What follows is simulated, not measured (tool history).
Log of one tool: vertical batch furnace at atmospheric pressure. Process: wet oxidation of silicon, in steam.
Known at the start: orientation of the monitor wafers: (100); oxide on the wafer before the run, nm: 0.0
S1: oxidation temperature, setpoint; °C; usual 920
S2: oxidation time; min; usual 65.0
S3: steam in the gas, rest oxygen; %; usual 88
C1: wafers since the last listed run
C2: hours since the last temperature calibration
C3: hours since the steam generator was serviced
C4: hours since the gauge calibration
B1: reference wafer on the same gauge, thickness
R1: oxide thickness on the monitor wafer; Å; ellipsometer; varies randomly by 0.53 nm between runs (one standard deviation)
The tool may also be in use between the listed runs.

{"run": 1, "hour": 0.0, "S1": 920, "S2": 65.0, "S3": 97, "C1": 0, "C2": 2511.8, "C3": 2541.2, "C4": 310.0, "B1": 208.82, "R1": 2252.0}
{"run": 2, "hour": 12.8, "S1": 920, "S2": 65.0, "S3": 97, "C1": 210, "C2": 2524.6, "C3": 2554.0, "C4": 322.8, "B1": 209.07, "R1": 2258.6}
{"run": 3, "hour": 29.5, "S1": 920, "S2": 65.0, "S3": 97, "C1": 275, "C2": 2541.3, "C3": 2570.7, "C4": 339.5, "B1": 209.01, "R1": 2242.6}
{"run": 4, "hour": 52.5, "S1": 920, "S2": 41.5, "S3": 88, "C1": 378, "C2": 2564.3, "C3": 2593.7, "C4": 362.5, "B1": 208.83, "R1": 1410.9}
{"run": 5, "hour": 87.3, "S1": 920, "S2": 41.5, "S3": 88, "C1": 573, "C2": 2599.1, "C3": 2628.5, "C4": 397.3, "B1": 209.05, "R1": 1402.6}
{"run": 6, "hour": 177.5, "S1": 920, "S2": 41.5, "S3": 88, "C1": 1486, "C2": 2689.3, "C3": 2718.7, "C4": 487.5, "B1": 208.97, "R1": 1415.1}
{"run": 7, "hour": 194.1, "S1": 920, "S2": 65.0, "S3": 88, "C1": 273, "C2": 2705.9, "C3": 2735.3, "C4": 504.1, "B1": 209.03, "R1": 2073.2}
{"run": 8, "hour": 218.8, "S1": 920, "S2": 65.0, "S3": 88, "C1": 406, "C2": 2730.6, "C3": 2760.0, "C4": 528.8, "B1": 208.96, "R1": 2072.3}
{"hour": 248.3, "done": "steam generator serviced"}
{"run": 9, "hour": 248.8, "S1": 920, "S2": 65.0, "S3": 88, "C1": 98, "C2": 2760.6, "C3": 0.5, "C4": 558.8, "B1": 209.11, "R1": 2074.3}
{"run": 10, "hour": 272.7, "S1": 920, "S2": 65.0, "S3": 88, "C1": 393, "C2": 2784.5, "C3": 24.4, "C4": 582.7, "B1": 208.99, "R1": 2075.0}
{"run": 11, "hour": 292.9, "S1": 920, "S2": 65.0, "S3": 97, "C1": 332, "C2": 2804.7, "C3": 44.6, "C4": 602.9, "B1": 209.01, "R1": 2258.9}
{"hour": 332.2, "done": "thermocouples replaced and temperature profile calibrated"}
{"run": 12, "hour": 332.7, "S1": 920, "S2": 65.0, "S3": 79, "C1": 260, "C2": 0.5, "C3": 84.4, "C4": 642.7, "B1": 209.05, "R1": 1782.8}
{"run": 13, "hour": 337.0, "S1": 931, "S2": 65.0, "S3": 97, "C1": 70, "C2": 4.8, "C3": 88.7, "C4": 647.0, "B1": 209.05, "R1": 2388.7}
{"run": 14, "hour": 355.8, "S1": 920, "S2": 65.0, "S3": 88, "C1": 309, "C2": 23.6, "C3": 107.5, "C4": 665.8, "B1": 208.85, "R1": 1971.0}
{"hour": 380.6, "done": "gauge calibrated"}
{"run": 15, "hour": 383.4, "S1": 920, "S2": 81.5, "S3": 79, "C1": 454, "C2": 51.2, "C3": 135.1, "C4": 2.8, "B1": 209.03, "R1": 2177.4}
{"run": 16, "hour": 412.1, "S1": 904, "S2": 56.5, "S3": 81, "C1": 472, "C2": 79.9, "C3": 163.8, "C4": 31.5, "B1": 208.83, "R1": 1337.5}
{"run": 17, "hour": 442.8, "S1": 920, "S2": 65.0, "S3": 88, "C1": 505, "C2": 110.6, "C3": 194.5, "C4": 62.2, "B1": 209.05, "R1": 1968.9}
{"run": 18, "hour": 455.8, "S1": 901, "S2": 65.0, "S3": 88, "C1": 214, "C2": 123.6, "C3": 207.5, "C4": 75.2, "B1": 209.02, "R1": 1556.7}
{"run": 19, "hour": 546.1, "S1": 928, "S2": 43.0, "S3": 79, "C1": 1487, "C2": 213.9, "C3": 297.8, "C4": 165.5, "B1": 209.02, "R1": 1379.4}
{"run": 20, "hour": 567.0, "S1": 920, "S2": 65.0, "S3": 88, "C1": 344, "C2": 234.8, "C3": 318.7, "C4": 186.4, "B1": 209.11, "R1": 1977.2}

3 ways to go on from here, each from the tool as it stands after run 20. What would each give?
{"run": "A", "hour": 571.5, "S1": 920, "S2": 65.0, "S3": 88, "C1": 74, "C2": 239.3, "C3": 323.2, "C4": 190.9, "B1": "?", "R1": "?"}
{"run": "B", "hour": 571.5, "S1": 895, "S2": 49.5, "S3": 94, "C1": 74, "C2": 239.3, "C3": 323.2, "C4": 190.9, "B1": "?", "R1": "?"}
{"run": "C", "hour": 571.5, "S1": 903, "S2": 47.5, "S3": 97, "C1": 74, "C2": 239.3, "C3": 323.2, "C4": 190.9, "B1": "?", "R1": "?"}

run=A B1=209.03 R1=1988.6
run=B B1=209.03 R1=1198.1
run=C B1=209.03 R1=1334.5
What these runs would have given with no unlogged condition in the tool:
run=A R1=1962.5
run=B R1=1176.8
run=C R1=1312.4

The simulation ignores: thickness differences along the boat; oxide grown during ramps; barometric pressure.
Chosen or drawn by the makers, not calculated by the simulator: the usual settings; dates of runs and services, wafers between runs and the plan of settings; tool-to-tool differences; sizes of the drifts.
